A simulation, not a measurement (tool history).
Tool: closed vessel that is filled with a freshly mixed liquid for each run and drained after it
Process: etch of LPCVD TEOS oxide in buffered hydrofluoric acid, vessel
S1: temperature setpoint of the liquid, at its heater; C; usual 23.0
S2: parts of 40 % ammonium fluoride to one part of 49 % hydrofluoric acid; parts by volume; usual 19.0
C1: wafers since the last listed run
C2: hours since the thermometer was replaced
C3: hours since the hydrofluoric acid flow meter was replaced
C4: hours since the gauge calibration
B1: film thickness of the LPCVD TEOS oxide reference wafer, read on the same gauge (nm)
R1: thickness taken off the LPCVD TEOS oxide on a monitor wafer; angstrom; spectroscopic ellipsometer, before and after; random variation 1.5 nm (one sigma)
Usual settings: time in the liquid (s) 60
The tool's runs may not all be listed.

{"run": 1, "hour": 0.0, "S1": 23.0, "S2": 19.0, "time in the liquid (s)": 60, "C1": 0, "C2": 559.1, "C3": 979.1, "C4": 1596.0, "B1": 120.0, "R1": 1457.8}
{"run": 2, "hour": 93.0, "S1": 21.0, "S2": 19.0, "time in the liquid (s)": 60, "C1": 7406, "C2": 652.1, "C3": 1072.1, "C4": 1689.0, "B1": 120.02, "R1": 1308.5}
{"run": 3, "hour": 181.1, "S1": 21.0, "S2": 19.0, "time in the liquid (s)": 60, "C1": 7015, "C2": 740.2, "C3": 1160.2, "C4": 1777.1, "B1": 119.99, "R1": 1294.4}
{"run": 4, "hour": 256.9, "S1": 21.0, "S2": 19.0, "time in the liquid (s)": 60, "C1": 6036, "C2": 816.0, "C3": 1236.0, "C4": 1852.9, "B1": 120.04, "R1": 1289.8}
{"run": 5, "hour": 297.4, "S1": 23.0, "S2": 19.0, "time in the liquid (s)": 60, "C1": 3225, "C2": 856.5, "C3": 1276.5, "C4": 1893.4, "B1": 120.01, "R1": 1444.8}
{"run": 6, "hour": 386.3, "S1": 23.0, "S2": 19.0, "time in the liquid (s)": 60, "C1": 7079, "C2": 945.4, "C3": 1365.4, "C4": 1982.3, "B1": 119.99, "R1": 1450.5}
{"run": 7, "hour": 484.4, "S1": 23.0, "S2": 19.0, "time in the liquid (s)": 60, "C1": 7812, "C2": 1043.5, "C3": 1463.5, "C4": 2080.4, "B1": 120.01, "R1": 1470.2}
{"run": 8, "hour": 589.6, "S1": 22.0, "S2": 19.0, "time in the liquid (s)": 60, "C1": 8377, "C2": 1148.7, "C3": 1568.7, "C4": 2185.6, "B1": 119.99, "R1": 1350.3}
{"run": 9, "hour": 669.9, "S1": 23.0, "S2": 19.0, "time in the liquid (s)": 60, "C1": 6394, "C2": 1229.0, "C3": 1649.0, "C4": 2265.9, "B1": 119.94, "R1": 1407.5}
{"run": 10, "hour": 722.6, "S1": 23.0, "S2": 19.0, "time in the liquid (s)": 60, "C1": 4196, "C2": 1281.7, "C3": 1701.7, "C4": 2318.6, "B1": 120.0, "R1": 1441.7}
{"run": 11, "hour": 816.7, "S1": 21.5, "S2": 19.0, "time in the liquid (s)": 60, "C1": 7493, "C2": 1375.8, "C3": 1795.8, "C4": 2412.7, "B1": 120.04, "R1": 1308.7}
{"run": 12, "hour": 882.6, "S1": 23.0, "S2": 22.5, "time in the liquid (s)": 60, "C1": 5248, "C2": 1441.7, "C3": 1861.7, "C4": 2478.6, "B1": 120.04, "R1": 1274.2}
{"run": 13, "hour": 989.1, "S1": 23.0, "S2": 22.5, "time in the liquid (s)": 60, "C1": 8481, "C2": 1548.2, "C3": 1968.2, "C4": 2585.1, "B1": 120.01, "R1": 1273.0}
{"hour": 1051.5, "done": "gauge calibrated"}
{"run": 14, "hour": 1091.3, "S1": 23.0, "S2": 19.0, "time in the liquid (s)": 60, "C1": 8138, "C2": 1650.4, "C3": 2070.4, "C4": 39.8, "B1": 119.99, "R1": 1417.3}
{"run": 15, "hour": 1145.6, "S1": 23.0, "S2": 19.0, "time in the liquid (s)": 60, "C1": 4324, "C2": 1704.7, "C3": 2124.7, "C4": 94.1, "B1": 120.03, "R1": 1407.7}
{"hour": 1153.4, "done": "thermometer replaced"}
{"run": 16, "hour": 1208.9, "S1": 19.0, "S2": 19.0, "time in the liquid (s)": 70, "C1": 4961, "C2": 55.5, "C3": 2188.0, "C4": 157.4, "B1": 119.99, "R1": 1295.2}
{"hour": 1266.4, "done": "hydrofluoric acid flow meter replaced"}
{"run": 17, "hour": 1277.0, "S1": 18.5, "S2": 19.0, "time in the liquid (s)": 60, "C1": 5343, "C2": 123.6, "C3": 10.6, "C4": 225.5, "B1": 119.99, "R1": 1192.4}
{"run": 18, "hour": 1314.5, "S1": 27.5, "S2": 26.0, "time in the liquid (s)": 80, "C1": 2986, "C2": 161.1, "C3": 48.1, "C4": 263.0, "B1": 120.01, "R1": 2093.4}
{"run": 19, "hour": 1379.4, "S1": 23.0, "S2": 12.0, "time in the liquid (s)": 60, "C1": 5168, "C2": 226.0, "C3": 113.0, "C4": 327.9, "B1": 120.01, "R1": 2381.3}
{"run": 20, "hour": 1458.0, "S1": 26.5, "S2": 19.0, "time in the liquid (s)": 60, "C1": 6259, "C2": 304.6, "C3": 191.6, "C4": 406.5, "B1": 120.02, "R1": 1856.7}
{"run": 21, "hour": 1511.8, "S1": 23.0, "S2": 19.0, "time in the liquid (s)": 60, "C1": 4284, "C2": 358.4, "C3": 245.4, "C4": 460.3, "B1": 120.03, "R1": 1504.2}
{"run": 22, "hour": 1622.1, "S1": 27.5, "S2": 26.0, "time in the liquid (s)": 80, "C1": 8783, "C2": 468.7, "C3": 355.7, "C4": 570.6, "B1": 119.98, "R1": 2058.0}
{"run": 23, "hour": 1725.2, "S1": 23.0, "S2": 19.0, "time in the liquid (s)": 60, "C1": 8210, "C2": 571.8, "C3": 458.8, "C4": 673.7, "B1": 119.95, "R1": 1512.6}
{"run": 24, "hour": 1770.6, "S1": 23.0, "S2": 19.0, "time in the liquid (s)": 40, "C1": 3615, "C2": 617.2, "C3": 504.2, "C4": 719.1, "B1": 120.01, "R1": 1001.3}
{"run": 25, "hour": 1870.8, "S1": 19.5, "S2": 24.5, "time in the liquid (s)": 95, "C1": 7979, "C2": 717.4, "C3": 604.4, "C4": 819.3, "B1": 119.98, "R1": 1630.8}
{"run": 26, "hour": 1909.0, "S1": 23.0, "S2": 19.0, "time in the liquid (s)": 60, "C1": 3042, "C2": 755.6, "C3": 642.6, "C4": 857.5, "B1": 119.98, "R1": 1494.3}
{"run": 27, "hour": 2008.1, "S1": 26.0, "S2": 14.0, "time in the liquid (s)": 95, "C1": 7891, "C2": 854.7, "C3": 741.7, "C4": 956.6, "B1": 119.99, "R1": 3734.8}
{"run": 28, "hour": 2079.0, "S1": 23.0, "S2": 19.0, "time in the liquid (s)": 60, "C1": 5646, "C2": 925.6, "C3": 812.6, "C4": 1027.5, "B1": 120.03, "R1": 1489.3}
{"run": 29, "hour": 2148.8, "S1": 28.0, "S2": 19.0, "time in the liquid (s)": 60, "C1": 5558, "C2": 995.4, "C3": 882.4, "C4": 1097.3, "B1": 119.96, "R1": 1906.5}
{"run": 30, "hour": 2210.2, "S1": 26.0, "S2": 21.5, "time in the liquid (s)": 50, "C1": 4889, "C2": 1056.8, "C3": 943.8, "C4": 1158.7, "B1": 119.94, "R1": 1331.8}
{"run": 31, "hour": 2281.7, "S1": 21.0, "S2": 19.0, "time in the liquid (s)": 60, "C1": 5693, "C2": 1128.3, "C3": 1015.3, "C4": 1230.2, "B1": 120.02, "R1": 1329.8}
{"run": 32, "hour": 2387.1, "S1": 26.5, "S2": 11.5, "time in the liquid (s)": 50, "C1": 8393, "C2": 1233.7, "C3": 1120.7, "C4": 1335.6, "B1": 120.0, "R1": 2412.6}

Forecast each of these 5 alternatives for the next run:
{"run": "A", "hour": 2387.8, "S1": 19.5, "S2": 19.0, "time in the liquid (s)": 60, "C1": 55, "C2": 1234.4, "C3": 1121.4, "C4": 1336.3, "B1": "?", "R1": "?"}
{"run": "B", "hour": 2387.8, "S1": 23.0, "S2": 23.5, "time in the liquid (s)": 60, "C1": 55, "C2": 1234.4, "C3": 1121.4, "C4": 1336.3, "B1": "?", "R1": "?"}
{"run": "C", "hour": 2387.8, "S1": 23.0, "S2": 19.0, "time in the liquid (s)": 35, "C1": 55, "C2": 1234.4, "C3": 1121.4, "C4": 1336.3, "B1": "?", "R1": "?"}
{"run": "D", "hour": 2387.8, "S1": 23.0, "S2": 19.0, "time in the liquid (s)": 30, "C1": 55, "C2": 1234.4, "C3": 1121.4, "C4": 1336.3, "B1": "?", "R1": "?"}
{"run": "E", "hour": 2387.8, "S1": 23.0, "S2": 13.5, "time in the liquid (s)": 60, "C1": 55, "C2": 1234.4, "C3": 1121.4, "C4": 1336.3, "B1": "?", "R1": "?"}

run=A B1=120.00 R1=1217.7
run=B B1=120.00 R1=1278.3
run=C B1=120.00 R1=863.3
run=D B1=120.00 R1=739.9
run=E B1=120.00 R1=2055.2
Without the tool's hidden state the same runs would have given:
run=A R1=1305.9
run=B R1=1350.0
run=C R1=925.7
run=D R1=793.5
run=E R1=2221.2
